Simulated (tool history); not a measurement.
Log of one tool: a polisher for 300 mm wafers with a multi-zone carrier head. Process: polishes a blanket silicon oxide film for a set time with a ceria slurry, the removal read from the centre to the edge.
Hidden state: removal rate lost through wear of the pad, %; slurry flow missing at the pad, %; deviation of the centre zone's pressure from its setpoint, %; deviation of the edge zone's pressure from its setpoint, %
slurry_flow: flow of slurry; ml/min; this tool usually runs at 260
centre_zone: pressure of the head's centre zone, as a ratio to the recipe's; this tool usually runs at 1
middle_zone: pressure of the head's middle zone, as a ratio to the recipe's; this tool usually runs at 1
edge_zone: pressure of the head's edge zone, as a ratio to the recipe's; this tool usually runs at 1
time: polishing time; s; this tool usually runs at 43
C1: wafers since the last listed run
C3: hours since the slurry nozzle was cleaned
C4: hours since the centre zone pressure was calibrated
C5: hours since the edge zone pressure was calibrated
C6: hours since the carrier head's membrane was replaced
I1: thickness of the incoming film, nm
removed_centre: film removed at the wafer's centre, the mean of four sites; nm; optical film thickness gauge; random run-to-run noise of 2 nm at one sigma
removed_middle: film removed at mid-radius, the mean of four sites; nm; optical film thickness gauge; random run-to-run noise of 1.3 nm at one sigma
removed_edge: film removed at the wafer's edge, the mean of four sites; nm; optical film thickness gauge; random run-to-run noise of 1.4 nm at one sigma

Run 1, hour 0: usual settings but centre_zone 1.09; C1 0; wafers polished on this pad 13; C3 628.8; C4 67.1; C5 86.1; C6 669.5; I1 1059. Result: removed_centre 158.5 nm, removed_middle 149.2 nm, removed_edge 156.4 nm.
Run 2, hour 51.7: usual settings; C1 453; wafers polished on this pad 466; C3 680.5; C4 118.8; C5 137.8; C6 721.2; I1 1081.2. Result: removed_centre 152 nm, removed_middle 149.5 nm, removed_edge 154.8 nm.
At hour 65.2: slurry nozzle cleaned.
Run 3, hour 208.6: usual settings; C1 1368; wafers polished on this pad 1835; C3 143.4; C4 275.7; C5 294.7; C6 878.1; I1 1074.1. Result: removed_centre 144.2 nm, removed_middle 144.6 nm, removed_edge 149.7 nm.
Run 4, hour 277.4: usual settings but slurry_flow 230 ml/min, middle_zone 0.92; C1 603; wafers polished on this pad 2439; C3 212.2; C4 344.5; C5 363.5; C6 946.9; I1 1053.3. Result: removed_centre 144.6 nm, removed_middle 128.2 nm, removed_edge 147.4 nm.
Run 5, hour 312.3: usual settings but slurry_flow 230 ml/min, middle_zone 0.92; C1 306; wafers polished on this pad 2745; C3 247.1; C4 379.4; C5 398.4; C6 981.8; I1 1056.5. Result: removed_centre 143.2 nm, removed_middle 130.2 nm, removed_edge 143.2 nm.
At hour 353.4: worn pad replaced by a new one.
Run 6, hour 377.3: usual settings but centre_zone 0.9, middle_zone 0.91, edge_zone 0.9; C1 535; wafers polished on this pad 209; C3 312.1; C4 444.4; C5 463.4; C6 1046.8; I1 1069.5. Result: removed_centre 141.5 nm, removed_middle 139.6 nm, removed_edge 147.7 nm.
Run 7, hour 417.6: usual settings but slurry_flow 320 ml/min, middle_zone 1.09, edge_zone 1.05, time 37 s; C1 353; wafers polished on this pad 563; C3 352.4; C4 484.7; C5 503.7; C6 1087.1; I1 1074.7. Result: removed_centre 140.3 nm, removed_middle 141.7 nm, removed_edge 139.3 nm.
At hour 456.2: edge zone pressure recalibrated.
At hour 469.5: carrier head's membrane replaced by a new one.
Run 8, hour 477.6: usual settings but centre_zone 1.08, middle_zone 1.12, time 51 s; C1 465; wafers polished on this pad 1028; C3 412.4; C4 544.7; C5 21.4; C6 8.1; I1 1062. Result: removed_centre 203.4 nm, removed_middle 192.3 nm, removed_edge 180.6 nm.
Run 9, hour 527.2: usual settings but edge_zone 1.07; C1 435; wafers polished on this pad 1463; C3 462; C4 594.3; C5 71; C6 57.7; I1 1039. Result: removed_centre 162.8 nm, removed_middle 143.9 nm, removed_edge 155 nm.
At hour 547.2: centre zone pressure recalibrated.
Run 10, hour 573.1: usual settings but slurry_flow 310 ml/min, middle_zone 0.93; C1 385; wafers polished on this pad 1849; C3 507.9; C4 25.9; C5 116.9; C6 103.6; I1 1052. Result: removed_centre 151.1 nm, removed_middle 137.4 nm, removed_edge 148 nm.
Run 11, hour 608.8: usual settings but middle_zone 1.08, edge_zone 0.92; C1 313; wafers polished on this pad 2162; C3 543.6; C4 61.6; C5 152.6; C6 139.3; I1 1073.5. Result: removed_centre 144.9 nm, removed_middle 148.9 nm, removed_edge 143.1 nm.
Run 12, hour 659.9: usual settings but centre_zone 1.08, middle_zone 1.12, time 51 s; C1 448; wafers polished on this pad 2611; C3 594.7; C4 112.7; C5 203.7; C6 190.4; I1 1059.2. Result: removed_centre 186.4 nm, removed_middle 183.8 nm, removed_edge 170.7 nm.
Run 13, hour 742.4: usual settings; C1 724; wafers polished on this pad 3335; C3 677.2; C4 195.2; C5 286.2; C6 272.9; I1 1067.3. Result: removed_centre 142.1 nm, removed_middle 136.5 nm, removed_edge 142.8 nm.
At hour 746.8: worn pad replaced by a new one.
Run 14, hour 773.7: usual settings but centre_zone 1.04, time 49 s; C1 239; wafers polished on this pad 236; C3 708.5; C4 226.5; C5 317.5; C6 304.2; I1 1067. Result: removed_centre 186.6 nm, removed_middle 168.9 nm, removed_edge 179.1 nm.
Run 15, hour 831.1: usual settings but slurry_flow 295 ml/min, middle_zone 0.9; C1 503; wafers polished on this pad 740; C3 765.9; C4 283.9; C5 374.9; C6 361.6; I1 1065.8. Result: removed_centre 157.2 nm, removed_middle 135.1 nm, removed_edge 153.9 nm.
Run 16, hour 860.6: usual settings but slurry_flow 180 ml/min, centre_zone 0.92, middle_zone 1.1; C1 258; wafers polished on this pad 999; C3 795.4; C4 313.4; C5 404.4; C6 391.1; I1 1059. Result: removed_centre 134.5 nm, removed_middle 150.7 nm, removed_edge 145.4 nm.
At hour 862.8: slurry nozzle cleaned.
Run 17, hour 885.2: usual settings; C1 207; wafers polished on this pad 1206; C3 22.4; C4 338; C5 429; C6 415.7; I1 1050.2. Result: removed_centre 156.5 nm, removed_middle 147.3 nm, removed_edge 152.7 nm.
At hour 921.5: edge zone pressure recalibrated.
Run 18, hour 956.3: usual settings; C1 606; wafers polished on this pad 1812; C3 93.5; C4 409.1; C5 34.8; C6 486.8; I1 1069.7. Result: removed_centre 154.5 nm, removed_middle 143.3 nm, removed_edge 147.9 nm.
Run 19, hour 983.4: usual settings; C1 237; wafers polished on this pad 2050; C3 120.6; C4 436.2; C5 61.9; C6 513.9; I1 1073.6. Result: removed_centre 156.8 nm, removed_middle 141.8 nm, removed_edge 145.2 nm.
Run 20, hour 1047.1: usual settings but centre_zone 1.04, middle_zone 1.08, edge_zone 1.11, time 29 s; C1 559; wafers polished on this pad 2609; C3 184.3; C4 499.9; C5 125.6; C6 577.6; I1 1060.5. Result: removed_centre 110 nm, removed_middle 101.4 nm, removed_edge 103.3 nm.
Run 21, hour 1098.7: usual settings but middle_zone 1.06, edge_zone 1.05, time 34 s; C1 452; wafers polished on this pad 3062; C3 235.9; C4 551.5; C5 177.2; C6 629.2; I1 1048.8. Result: removed_centre 123.4 nm, removed_middle 115.4 nm, removed_edge 116.6 nm.
At hour 1113.2: worn pad replaced by a new one.
Run 22, hour 1137.4: usual settings but time 53 s; C1 304; wafers polished on this pad 212; C3 274.6; C4 590.2; C5 215.9; C6 667.9; I1 1054.7. Result: removed_centre 207.8 nm, removed_middle 185.4 nm, removed_edge 189.6 nm.

Consider 4 possible next runs. They are alternatives, not a sequence: every one starts from the tool as it was left by run 22. What does each give?
Run A, hour 1137.8: usual settings; C1 3; wafers polished on this pad 215; C3 275; C4 590.6; C5 216.3; C6 668.3; I1 1055.7. Result: removed_centre ?, removed_middle ?, removed_edge ?.
Run B, hour 1137.8: usual settings but middle_zone 1.07, edge_zone 0.93; C1 3; wafers polished on this pad 215; C3 275; C4 590.6; C5 216.3; C6 668.3; I1 1055.7. Result: removed_centre ?, removed_middle ?, removed_edge ?.
Run C, hour 1137.8: usual settings but slurry_flow 205 ml/min, centre_zone 1.08, middle_zone 1.05, time 52 s; C1 3; wafers polished on this pad 215; C3 275; C4 590.6; C5 216.3; C6 668.3; I1 1055.7. Result: removed_centre ?, removed_middle ?, removed_edge ?.
Run D, hour 1137.8: usual settings but slurry_flow 340 ml/min, centre_zone 0.88, middle_zone 0.92; C1 3; wafers polished on this pad 215; C3 275; C4 590.6; C5 216.3; C6 668.3; I1 1055.7. Result: removed_centre ?, removed_middle ?, removed_edge ?.

run  removed_centre  removed_middle  removed_edge
  A           169.1           150.6         154.3
  B           169.2           159.5           149
  C             213           183.6           182
  D           153.4           144.5         157.8
With the hidden condition removed and each run's random variation left untouched, the same runs would have given:
run  removed_centre  removed_middle  removed_edge
  A           151.9           152.1         155.8
  B             152           161.1         150.4
  C           191.5           185.5         183.8
  D           137.7           145.9         159.3
